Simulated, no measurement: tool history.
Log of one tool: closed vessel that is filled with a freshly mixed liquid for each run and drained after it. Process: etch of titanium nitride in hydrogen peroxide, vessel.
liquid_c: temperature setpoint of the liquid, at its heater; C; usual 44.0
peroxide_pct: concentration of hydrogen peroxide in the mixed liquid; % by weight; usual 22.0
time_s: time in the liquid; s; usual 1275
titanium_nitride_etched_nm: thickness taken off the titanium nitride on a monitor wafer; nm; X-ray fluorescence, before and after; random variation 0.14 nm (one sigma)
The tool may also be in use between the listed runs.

run	hour	liquid_c	peroxide_pct	time_s	read-back film thickness of the titanium nitride reference wafer, read on the same gauge (nm)	titanium_nitride_etched_nm
1	0.0	44.0	22.0	1275	30.00	28.38
2	71.9	44.0	22.0	1275	30.00	28.15
3	131.2	44.0	22.0	1275	30.00	28.22
4	178.2	44.0	22.0	1275	30.00	28.35
5	225.7	44.0	23.5	1275	29.99	28.57
# hour 260.0: thermometer replaced
6	377.7	44.0	22.0	1800	30.00	40.85
7	402.8	44.0	22.0	945	30.00	21.44
# hour 458.2: new drum of peroxide connected
# hour 468.9: peroxide flow meter replaced
8	469.4	44.0	22.0	1275	29.98	29.29
9	504.5	44.0	22.0	1275	30.00	29.45
10	566.5	44.0	22.0	1275	30.01	29.30
11	599.6	44.0	22.0	1275	30.00	29.30
12	635.5	38.5	22.0	1000	30.00	14.98
13	750.7	48.0	22.0	1650	30.00	50.38
14	788.7	36.5	27.5	1275	29.99	17.11
15	824.8	50.5	26.5	1275	30.01	48.85
16	856.1	44.0	22.0	1720	29.98	38.89
# hour 910.9: gauge calibrated
17	926.8	39.5	17.0	785	29.99	11.79
18	988.1	35.0	22.0	2000	30.00	22.24
19	1030.8	38.0	22.0	515	30.01	7.28
# hour 1051.6: new drum of peroxide connected
20	1064.3	48.5	20.0	1760	30.00	54.22
21	1113.9	44.0	27.5	1595	30.01	37.78
22	1153.2	44.0	22.0	1275	29.99	28.74
23	1222.4	39.0	22.0	1275	30.02	19.52
24	1254.0	40.0	19.5	625	30.01	10.05
# hour 1260.7: peroxide flow meter replaced
25	1317.1	44.0	22.0	1275	29.99	28.35
26	1380.3	44.0	22.0	1275	30.00	28.14

Run 27 comes next. What will it give?
27	1413.8	53.5	27.0	1050	?	?

Run 27 gave read-back film thickness of the titanium nitride reference wafer, read on the same gauge (nm) 30.02, titanium_nitride_etched_nm 48.53 nm.
Without the tool's hidden state the same run would have given titanium_nitride_etched_nm 51.34 nm.

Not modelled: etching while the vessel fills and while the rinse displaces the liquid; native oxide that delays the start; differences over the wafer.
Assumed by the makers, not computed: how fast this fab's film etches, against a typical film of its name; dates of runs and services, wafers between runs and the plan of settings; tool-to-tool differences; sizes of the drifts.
